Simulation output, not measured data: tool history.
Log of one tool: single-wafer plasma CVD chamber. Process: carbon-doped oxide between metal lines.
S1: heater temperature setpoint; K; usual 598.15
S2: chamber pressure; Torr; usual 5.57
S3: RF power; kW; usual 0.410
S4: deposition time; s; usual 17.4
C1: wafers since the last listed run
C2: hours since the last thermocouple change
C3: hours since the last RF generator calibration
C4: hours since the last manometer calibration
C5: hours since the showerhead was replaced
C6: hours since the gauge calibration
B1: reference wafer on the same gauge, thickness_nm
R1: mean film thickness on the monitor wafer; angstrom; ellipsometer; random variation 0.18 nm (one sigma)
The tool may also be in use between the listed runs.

run 1 hour=0.0 | S1=598.15 S2=5.57 S3=0.410 S4=17.4 | C1=0 C2=372.5 C3=12.1 C4=30.3 C5=2108.6 C6=610.3 | B1=85.795 | R1=871.38
run 2 hour=101.7 | S1=605.15 S2=5.57 S3=0.410 S4=17.4 | C1=2911 C2=474.2 C3=113.8 C4=132.0 C5=2210.3 C6=712.0 | B1=85.776 | R1=845.32
run 3 hour=202.7 | S1=598.15 S2=5.57 S3=0.410 S4=17.4 | C1=2891 C2=575.2 C3=214.8 C4=233.0 C5=2311.3 C6=813.0 | B1=85.814 | R1=870.59
run 4 hour=260.7 | S1=598.15 S2=5.57 S3=0.410 S4=19.3 | C1=1660 C2=633.2 C3=272.8 C4=291.0 C5=2369.3 C6=871.0 | B1=85.796 | R1=959.80
run 5 hour=297.7 | S1=598.15 S2=5.57 S3=0.410 S4=19.3 | C1=1059 C2=670.2 C3=309.8 C4=328.0 C5=2406.3 C6=908.0 | B1=85.813 | R1=959.56
run 6 hour=391.2 | S1=598.15 S2=5.57 S3=0.410 S4=17.4 | C1=2676 C2=763.7 C3=403.3 C4=421.5 C5=2499.8 C6=1001.5 | B1=85.786 | R1=863.01
run 7 hour=459.8 | S1=598.15 S2=5.57 S3=0.410 S4=17.4 | C1=1963 C2=832.3 C3=471.9 C4=490.1 C5=2568.4 C6=1070.1 | B1=85.787 | R1=863.53
run 8 hour=505.4 | S1=598.15 S2=5.57 S3=0.410 S4=17.4 | C1=1305 C2=877.9 C3=517.5 C4=535.7 C5=2614.0 C6=1115.7 | B1=85.776 | R1=864.78
run 9 hour=608.5 | S1=598.15 S2=5.57 S3=0.410 S4=17.4 | C1=2951 C2=981.0 C3=620.6 C4=638.8 C5=2717.1 C6=1218.8 | B1=85.784 | R1=858.45
run 10 hour=657.2 | S1=598.15 S2=4.55 S3=0.410 S4=17.4 | C1=1394 C2=1029.7 C3=669.3 C4=687.5 C5=2765.8 C6=1267.5 | B1=85.812 | R1=834.72
run 11 hour=736.2 | S1=598.15 S2=5.57 S3=0.410 S4=19.8 | C1=2261 C2=1108.7 C3=748.3 C4=766.5 C5=2844.8 C6=1346.5 | B1=85.820 | R1=972.71
run 12 hour=824.6 | S1=598.15 S2=5.57 S3=0.410 S4=19.8 | C1=2530 C2=1197.1 C3=836.7 C4=854.9 C5=2933.2 C6=1434.9 | B1=85.787 | R1=968.08
-- hour=834.6 showerhead replaced
run 13 hour=904.1 | S1=598.15 S2=5.57 S3=0.410 S4=19.8 | C1=2046 C2=1276.6 C3=916.2 C4=934.4 C5=69.5 C6=1514.4 | B1=85.787 | R1=964.04
run 14 hour=945.5 | S1=598.15 S2=5.57 S3=0.410 S4=17.4 | C1=1185 C2=1318.0 C3=957.6 C4=975.8 C5=110.9 C6=1555.8 | B1=85.793 | R1=849.69
-- hour=1000.7 RF generator calibrated
run 15 hour=1013.3 | S1=609.15 S2=4.66 S3=0.410 S4=20.4 | C1=1711 C2=1385.8 C3=12.6 C4=1043.6 C5=178.7 C6=1623.6 | B1=85.831 | R1=943.75
-- hour=1051.9 gauge calibrated
-- hour=1089.3 capacitance manometer re-zeroed and calibrated
run 16 hour=1098.6 | S1=598.15 S2=6.61 S3=0.410 S4=17.4 | C1=2212 C2=1471.1 C3=97.9 C4=9.3 C5=264.0 C6=46.7 | B1=85.807 | R1=884.44
run 17 hour=1157.6 | S1=605.15 S2=4.78 S3=0.455 S4=14.6 | C1=1688 C2=1530.1 C3=156.9 C4=68.3 C5=323.0 C6=105.7 | B1=85.765 | R1=748.73
run 18 hour=1259.8 | S1=598.15 S2=6.89 S3=0.455 S4=17.4 | C1=2925 C2=1632.3 C3=259.1 C4=170.5 C5=425.2 C6=207.9 | B1=85.821 | R1=951.16
run 19 hour=1310.8 | S1=607.15 S2=5.57 S3=0.350 S4=16.3 | C1=1459 C2=1683.3 C3=310.1 C4=221.5 C5=476.2 C6=258.9 | B1=85.793 | R1=701.78
-- hour=1380.4 thermocouple changed; heater temperature recalibrated
run 20 hour=1394.9 | S1=598.15 S2=6.62 S3=0.475 S4=17.4 | C1=2178 C2=14.5 C3=394.2 C4=305.6 C5=560.3 C6=343.0 | B1=85.801 | R1=974.02
run 21 hour=1487.3 | S1=593.15 S2=6.21 S3=0.465 S4=17.4 | C1=2645 C2=106.9 C3=486.6 C4=398.0 C5=652.7 C6=435.4 | B1=85.799 | R1=973.08
run 22 hour=1556.0 | S1=598.15 S2=5.57 S3=0.410 S4=14.9 | C1=1966 C2=175.6 C3=555.3 C4=466.7 C5=721.4 C6=504.1 | B1=85.805 | R1=739.42
run 23 hour=1629.3 | S1=611.15 S2=6.93 S3=0.455 S4=19.1 | C1=2098 C2=248.9 C3=628.6 C4=540.0 C5=794.7 C6=577.4 | B1=85.783 | R1=987.52
run 24 hour=1705.6 | S1=598.15 S2=5.57 S3=0.410 S4=17.4 | C1=2184 C2=325.2 C3=704.9 C4=616.3 C5=871.0 C6=653.7 | B1=85.801 | R1=859.04
run 25 hour=1753.7 | S1=598.15 S2=5.57 S3=0.410 S4=17.4 | C1=1376 C2=373.3 C3=753.0 C4=664.4 C5=919.1 C6=701.8 | B1=85.816 | R1=854.43
run 26 hour=1815.8 | S1=598.15 S2=6.37 S3=0.410 S4=18.7 | C1=1777 C2=435.4 C3=815.1 C4=726.5 C5=981.2 C6=763.9 | B1=85.823 | R1=930.77
-- hour=1867.5 RF generator calibrated
run 27 hour=1905.4 | S1=598.15 S2=5.57 S3=0.410 S4=17.4 | C1=2335 C2=525.0 C3=37.9 C4=816.1 C5=1070.8 C6=853.5 | B1=85.825 | R1=862.92
run 28 hour=1971.9 | S1=598.15 S2=6.93 S3=0.410 S4=20.8 | C1=1903 C2=591.5 C3=104.4 C4=882.6 C5=1137.3 C6=920.0 | B1=85.787 | R1=1049.56
run 29 hour=2047.3 | S1=612.15 S2=6.79 S3=0.410 S4=17.4 | C1=2158 C2=666.9 C3=179.8 C4=958.0 C5=1212.7 C6=995.4 | B1=85.768 | R1=836.68

Forecast each of these 3 alternatives for the next run:
run A hour=2047.7 | S1=598.15 S2=6.92 S3=0.410 S4=17.4 | C1=11 C2=667.3 C3=180.2 C4=958.4 C5=1213.1 C6=995.8 | B1=? | R1=?
run B hour=2047.7 | S1=588.15 S2=6.31 S3=0.440 S4=17.4 | C1=11 C2=667.3 C3=180.2 C4=958.4 C5=1213.1 C6=995.8 | B1=? | R1=?
run C hour=2047.7 | S1=598.15 S2=6.64 S3=0.435 S4=17.4 | C1=11 C2=667.3 C3=180.2 C4=958.4 C5=1213.1 C6=995.8 | B1=? | R1=?

run=A B1=85.801 R1=882.08
run=B B1=85.801 R1=960.23
run=C B1=85.801 R1=915.44
Without the tool's hidden state the same runs would have given:
run=A R1=888.40
run=B R1=969.31
run=C R1=923.53

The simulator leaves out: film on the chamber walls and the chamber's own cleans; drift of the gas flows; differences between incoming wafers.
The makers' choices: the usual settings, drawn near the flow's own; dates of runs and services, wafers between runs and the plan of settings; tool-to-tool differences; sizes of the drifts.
